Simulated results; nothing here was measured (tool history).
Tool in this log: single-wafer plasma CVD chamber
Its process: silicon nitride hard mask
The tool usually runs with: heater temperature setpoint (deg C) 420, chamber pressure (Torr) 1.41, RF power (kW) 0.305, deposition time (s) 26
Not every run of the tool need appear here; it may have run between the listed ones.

| run | day | heater temperature setpoint (deg C) | chamber pressure (Torr) | RF power (kW) | deposition time (s) | wafers since the last listed run | hours since the last thermocouple change | hours since the last RF generator calibration | hours since the last manometer calibration | hours since the showerhead was replaced | hours since the gauge calibration | read-back reference wafer on the same gauge, thickness_nm | mean film thickness on the monitor wafer (angstrom) |
|---|---|---|---|---|---|---|---|---|---|---|---|---|---|
| 1 | 0 | 420 | 1.41 | 0.305 | 26 | 0 | 2399.3 | 1842.4 | 1583.8 | 2736.7 | 196.5 | 35.717 | 305.05 |
| 2 | 0.504 | 420 | 1.41 | 0.305 | 26 | 202 | 2411.4 | 1854.5 | 1595.9 | 2748.8 | 208.6 | 35.69 | 305.39 |
| 3 | 0.788 | 420 | 1.41 | 0.305 | 26 | 113 | 2418.2 | 1861.3 | 1602.7 | 2755.6 | 215.4 | 35.709 | 304.7 |
| 4 | 1.1 | 420 | 1.41 | 0.305 | 26 | 125 | 2425.7 | 1868.8 | 1610.2 | 2763.1 | 222.9 | 35.721 | 305.02 |
| 5 | 1.508 | 420 | 1.41 | 0.305 | 26 | 164 | 2435.5 | 1878.6 | 1620 | 2772.9 | 232.7 | 35.736 | 304.72 |
| 6 | 3.088 | 410 | 1.41 | 0.305 | 26 | 634 | 2473.4 | 1916.5 | 1657.9 | 2810.8 | 270.6 | 35.705 | 306.21 |
|  | 3.275 | gauge calibrated |
| 7 | 3.667 | 410 | 1.41 | 0.305 | 26 | 232 | 2487.3 | 1930.4 | 1671.8 | 2824.7 | 9.4 | 35.694 | 306.67 |
| 8 | 4.104 | 410 | 1.41 | 0.305 | 26 | 175 | 2497.8 | 1940.9 | 1682.3 | 2835.2 | 19.9 | 35.697 | 306.61 |
| 9 | 4.358 | 420 | 1.41 | 0.305 | 26 | 102 | 2503.9 | 1947 | 1688.4 | 2841.3 | 26 | 35.702 | 304.97 |
|  | 5.229 | capacitance manometer re-zeroed and calibrated |
|  | 5.325 | showerhead replaced |
| 10 | 5.346 | 420 | 1.41 | 0.305 | 26 | 224 | 2527.6 | 1970.7 | 2.8 | 0.5 | 49.7 | 35.707 | 305.69 |
|  | 6.05 | RF generator calibrated |
| 11 | 6.296 | 424 | 1.41 | 0.335 | 26 | 247 | 2550.4 | 5.9 | 25.6 | 23.3 | 72.5 | 35.724 | 320.03 |
| 12 | 6.567 | 420 | 1.41 | 0.27 | 26 | 108 | 2556.9 | 12.4 | 32.1 | 29.8 | 79 | 35.716 | 287 |

Estimate the outcome of run 13 from the log above:
| 13 | 6.85 | 420 | 1.31 | 0.35 | 26 | 113 | 2563.7 | 19.2 | 38.9 | 36.6 | 85.8 | ? | ? |

read-back reference wafer on the same gauge, thickness_nm: 35.708
mean film thickness on the monitor wafer (angstrom): 320.57
Had the tool carried no hidden state, the very same run would have given mean film thickness on the monitor wafer (angstrom) 320.57.
